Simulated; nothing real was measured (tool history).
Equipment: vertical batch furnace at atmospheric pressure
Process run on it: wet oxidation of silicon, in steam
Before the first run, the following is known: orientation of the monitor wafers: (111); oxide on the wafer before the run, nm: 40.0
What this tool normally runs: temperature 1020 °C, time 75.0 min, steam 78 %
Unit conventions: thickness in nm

| run | hour | temperature | time | steam | wafers since the last listed run | hours since the last temperature calibration | hours since the steam generator was serviced | hours since the gauge calibration | read-back reference wafer on the same gauge, thickness | thickness |
|---|---|---|---|---|---|---|---|---|---|---|
| 1 | 0.0 | 1020 | 51.5 | 78 | 0 | 3504.4 | 2080.3 | 22.3 | 637.37 | 425.78 |
| 2 | 17.5 | 1020 | 51.5 | 78 | 256 | 3521.9 | 2097.8 | 39.8 | 638.02 | 425.88 |
| 3 | 30.1 | 1020 | 75.0 | 78 | 184 | 3534.5 | 2110.4 | 52.4 | 637.69 | 530.70 |
| 4 | 49.7 | 1020 | 75.0 | 78 | 287 | 3554.1 | 2130.0 | 72.0 | 636.62 | 530.94 |
| 5 | 66.2 | 1020 | 75.0 | 78 | 242 | 3570.6 | 2146.5 | 88.5 | 637.40 | 531.90 |
| 6 | 79.0 | 1014 | 75.0 | 78 | 187 | 3583.4 | 2159.3 | 101.3 | 637.49 | 514.21 |
| 7 | 94.8 | 1014 | 75.0 | 78 | 231 | 3599.2 | 2175.1 | 117.1 | 636.64 | 515.71 |
| 8 | 111.1 | 1020 | 75.0 | 78 | 239 | 3615.5 | 2191.4 | 133.4 | 636.57 | 531.38 |
| 9 | 121.8 | 1020 | 75.0 | 78 | 157 | 3626.2 | 2202.1 | 144.1 | 636.48 | 532.21 |
| 10 | 137.7 | 1020 | 75.0 | 78 | 233 | 3642.1 | 2218.0 | 160.0 | 636.88 | 529.14 |
| 11 | 153.0 | 1020 | 75.0 | 78 | 224 | 3657.4 | 2233.3 | 175.3 | 637.31 | 532.22 |
| 12 | 171.9 | 1020 | 75.0 | 78 | 277 | 3676.3 | 2252.2 | 194.2 | 637.17 | 530.59 |
| 13 | 191.5 | 1012 | 75.0 | 70 | 287 | 3695.9 | 2271.8 | 213.8 | 636.47 | 478.11 |
| 14 | 202.2 | 1020 | 75.0 | 78 | 157 | 3706.6 | 2282.5 | 224.5 | 636.63 | 530.50 |
|  | 233.3 | steam generator serviced |
| 15 | 233.8 | 1020 | 75.0 | 78 | 111 | 3738.2 | 0.5 | 256.1 | 636.94 | 557.50 |
| 16 | 274.4 | 1020 | 75.0 | 78 | 596 | 3778.8 | 41.1 | 296.7 | 637.27 | 554.27 |
| 17 | 290.7 | 1029 | 104.0 | 70 | 239 | 3795.1 | 57.4 | 313.0 | 636.59 | 654.07 |
|  | 292.4 | gauge calibrated |
|  | 325.9 | thermocouples replaced and temperature profile calibrated |
| 18 | 326.4 | 1020 | 75.0 | 78 | 171 | 0.5 | 93.1 | 34.0 | 636.23 | 553.50 |
| 19 | 331.1 | 1038 | 52.5 | 84 | 68 | 5.2 | 97.8 | 38.7 | 637.45 | 509.45 |
| 20 | 335.8 | 1020 | 41.0 | 78 | 68 | 9.9 | 102.5 | 43.4 | 637.36 | 389.74 |
| 21 | 346.4 | 1033 | 75.0 | 78 | 155 | 20.5 | 113.1 | 54.0 | 637.15 | 584.85 |
| 22 | 357.7 | 1020 | 64.5 | 78 | 165 | 31.8 | 124.4 | 65.3 | 637.08 | 506.73 |
| 23 | 376.3 | 1020 | 75.0 | 78 | 273 | 50.4 | 143.0 | 83.9 | 638.02 | 553.66 |
| 24 | 390.1 | 1020 | 75.0 | 78 | 202 | 64.2 | 156.8 | 97.7 | 636.75 | 550.82 |
| 25 | 408.3 | 1027 | 38.0 | 88 | 267 | 82.4 | 175.0 | 115.9 | 637.42 | 412.59 |
| 26 | 445.9 | 1031 | 87.0 | 72 | 551 | 120.0 | 212.6 | 153.5 | 637.56 | 600.92 |
| 27 | 455.5 | 1028 | 75.0 | 78 | 140 | 129.6 | 222.2 | 163.1 | 637.57 | 571.06 |
| 28 | 469.2 | 1002 | 63.0 | 67 | 201 | 143.3 | 235.9 | 176.8 | 637.02 | 415.82 |
| 29 | 488.3 | 1020 | 75.0 | 87 | 280 | 162.4 | 255.0 | 195.9 | 636.76 | 584.31 |
| 30 | 505.4 | 1020 | 52.5 | 69 | 251 | 179.5 | 272.1 | 213.0 | 637.40 | 413.59 |
| 31 | 521.6 | 1020 | 75.0 | 78 | 237 | 195.7 | 288.3 | 229.2 | 636.98 | 548.70 |
| 32 | 534.6 | 1043 | 75.0 | 78 | 190 | 208.7 | 301.3 | 242.2 | 636.29 | 606.30 |

Forecast each of these 4 alternatives for the next run:
| A | 539.4 | 1020 | 75.0 | 78 | 70 | 213.5 | 306.1 | 247.0 | ? | ? |
| B | 539.4 | 1027 | 75.0 | 78 | 70 | 213.5 | 306.1 | 247.0 | ? | ? |
| C | 539.4 | 1039 | 102.5 | 78 | 70 | 213.5 | 306.1 | 247.0 | ? | ? |
| D | 539.4 | 1003 | 110.5 | 66 | 70 | 213.5 | 306.1 | 247.0 | ? | ? |

| run | read-back reference wafer on the same gauge, thickness | thickness |
|---|---|---|
| A | 637.34 | 546.49 |
| B | 637.34 | 564.34 |
| C | 637.34 | 707.65 |
| D | 637.34 | 572.08 |
Without the tool's hidden state the same runs would have given:
| run | thickness |
|---|---|
| A | 556.01 |
| B | 574.07 |
| C | 719.52 |
| D | 582.18 |

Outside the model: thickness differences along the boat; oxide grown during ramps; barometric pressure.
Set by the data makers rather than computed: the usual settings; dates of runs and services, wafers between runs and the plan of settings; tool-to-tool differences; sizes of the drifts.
